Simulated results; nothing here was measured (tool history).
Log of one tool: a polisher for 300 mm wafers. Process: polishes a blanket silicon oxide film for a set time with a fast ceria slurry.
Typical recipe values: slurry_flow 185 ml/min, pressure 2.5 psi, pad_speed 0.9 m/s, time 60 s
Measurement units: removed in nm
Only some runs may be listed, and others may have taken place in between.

run   hour  slurry_flow  pressure  pad_speed  time  wafers since the last listed run  wafers polished on this pad  hours since the slurry nozzle was cleaned  hours since the head pressure was calibrated  incoming thickness of the incoming film, nm  removed
  1      0          185       2.5        0.9    60                                 0                         1861                                      192.9                                           303                                       2124.3    690.5
  2   35.6          185       2.5        0.9    60                               392                         2254                                      228.5                                         338.6                                       2133.6    685.9
      46.9  -- worn pad replaced by a new one
  3     64          185       2.5       1.06    60                               269                          188                                      256.9                                           367                                       2108.8    816.8
  4   84.5          185       2.5       1.06    60                               226                          414                                      277.4                                         387.5                                       2072.4    810.4
  5  107.8          155       2.5        0.9    45                               256                          671                                      300.7                                         410.8                                       2113.2    502.6
  6  127.4          185       2.5        0.9    60                               216                          887                                      320.3                                         430.4                                       2089.3    689.6
  7  153.5          185       2.5        0.9    60                               287                         1175                                      346.4                                         456.5                                       2081.2    694.1
  8  189.5          185       2.5        0.9    60                               397                         1572                                      382.4                                         492.5                                       2118.9    697.1
  9  216.5          185       2.5        0.9    60                               297                         1870                                      409.4                                         519.5                                       2086.5    700.6
     234.4  -- worn pad replaced by a new one
 10  247.3          185       2.5        0.9    60                               295                          142                                      440.2                                         550.3                                       2108.9    710.7
 11  270.6          235       2.3        0.9    60                               256                          399                                      463.5                                         573.6                                       2104.9    662.8
 12  290.2          235       2.3        0.9    60                               216                          615                                      483.1                                         593.2                                       2118.8    663.2
 13  323.7          235       2.3        0.9    60                               369                          985                                      516.6                                         626.7                                       2097.8    675.1
 14    340          185       2.5        0.9    60                               179                         1165                                      532.9                                           643                                       2149.3    709.8
     371.1  -- head pressure recalibrated
 15  374.4          185       2.5        0.9    60                               357                         1522                                      567.3                                           3.3                                         2074    664.8
 16  399.5          185       2.5       0.66    75                               276                         1799                                      592.4                                          28.4                                       2136.1    607.8
     418.2  -- worn pad replaced by a new one
 17  423.2          185       2.5       0.66    75                               217                           55                                      616.1                                          52.1                                         2098      615
 18    443          185       2.5        0.9    76                               218                          273                                      635.9                                          71.9                                       2102.1    853.5
 19  471.2          185       2.5       1.06    60                               311                          584                                      664.1                                         100.1                                       2111.3      794
 20  492.4          185       2.5        0.9    60                               233                          818                                      685.3                                         121.3                                       2118.6    675.8
 21  518.1          185       2.1        0.9    49                               283                         1101                                        711                                           147                                       2137.7    459.4
 22  544.6          215       2.9        0.9    60                               292                         1394                                      737.5                                         173.5                                       2128.6    801.5
 23  574.2          185       2.5       0.72    60                               326                         1720                                      767.1                                         203.1                                       2126.1    548.1
 24  608.1          225       2.5        0.9    74                               373                         2094                                        801                                           237                                       2147.3    864.2
     624.4  -- worn pad replaced by a new one
 25  624.9          185       2.5          1    42                               141                            5                                      817.8                                         253.8                                       2077.7      534
 26  656.7          185       2.5        0.9    60                               350                          355                                      849.6                                         285.6                                       2103.9    692.9
     697.6  -- slurry nozzle cleaned
 27  723.3          185       2.5        0.9    60                               723                         1079                                       25.7                                         352.2                                       2083.3    688.8
 28    746          185       2.5       0.82    66                               250                         1329                                       48.4                                         374.9                                       2114.1    691.2
 29  764.5          245       2.5        0.9    60                               204                         1533                                       66.9                                         393.4                                       2134.3      717
 30  778.7          185       2.5        1.2    60                               156                         1690                                       81.1                                         407.6                                       2107.2    924.1
     798.9  -- worn pad replaced by a new one
 31  804.3          185       3.3        0.9    60                               238                           59                                      106.7                                         433.2                                       2115.3      929
 32  833.3          185       2.5        0.9    60                               319                          379                                      135.7                                         462.2                                       2118.5    696.7
 33  860.3          125       2.5       1.14    79                               297                          676                                      162.7                                         489.2                                       2119.3   1058.8
 34    892          240       2.1       1.14    60                               349                         1026                                      194.4                                         520.9                                       2141.1    772.4
 35  910.1          185       2.5        0.9    43                               199                         1226                                      212.5                                           539                                       2113.9    494.2
 36  944.4          185       2.5        0.9    60                               378                         1604                                      246.8                                         573.3                                       2135.7    703.5

Entry by entry between the runs, the difference in hidden state between the last listed run before and the first listed run after:
Between runs 2 and 3: worn pad replaced by a new one (hour 46.9)
  deviation of the head's pressure from its setpoint, %: 2.35 -> 2.62
  measured value less the no-hidden-state value, removed: +15.7 -> +20.9 nm
Between runs 9 and 10: worn pad replaced by a new one (hour 234.4)
  deviation of the head's pressure from its setpoint, %: 4.09 -> 4.39
  measured value less the no-hidden-state value, removed: +27.5 -> +29.9 nm
Between runs 14 and 15: head pressure recalibrated (hour 371.1)
  deviation of the head's pressure from its setpoint, %: 5.28 -> -0.474
  measured value less the no-hidden-state value, removed: +35.6 -> -3.2 nm
Between runs 16 and 17: worn pad replaced by a new one (hour 418.2)
  deviation of the head's pressure from its setpoint, %: -0.232 -> -0.00408
  measured value less the no-hidden-state value, removed: -1.4 -> +0 nm
Between runs 24 and 25: worn pad replaced by a new one (hour 624.4)
  deviation of the head's pressure from its setpoint, %: 1.78 -> 1.94
  measured value less the no-hidden-state value, removed: +15.1 -> +10.1 nm
Between runs 26 and 27: slurry nozzle cleaned (hour 697.6)
  deviation of the head's pressure from its setpoint, %: 2.25 -> 2.89
  measured value less the no-hidden-state value, removed: +15.2 -> +19.3 nm
Between runs 30 and 31: worn pad replaced by a new one (hour 798.9)
  deviation of the head's pressure from its setpoint, %: 3.42 -> 3.67
  measured value less the no-hidden-state value, removed: +30.6 -> +32.8 nm

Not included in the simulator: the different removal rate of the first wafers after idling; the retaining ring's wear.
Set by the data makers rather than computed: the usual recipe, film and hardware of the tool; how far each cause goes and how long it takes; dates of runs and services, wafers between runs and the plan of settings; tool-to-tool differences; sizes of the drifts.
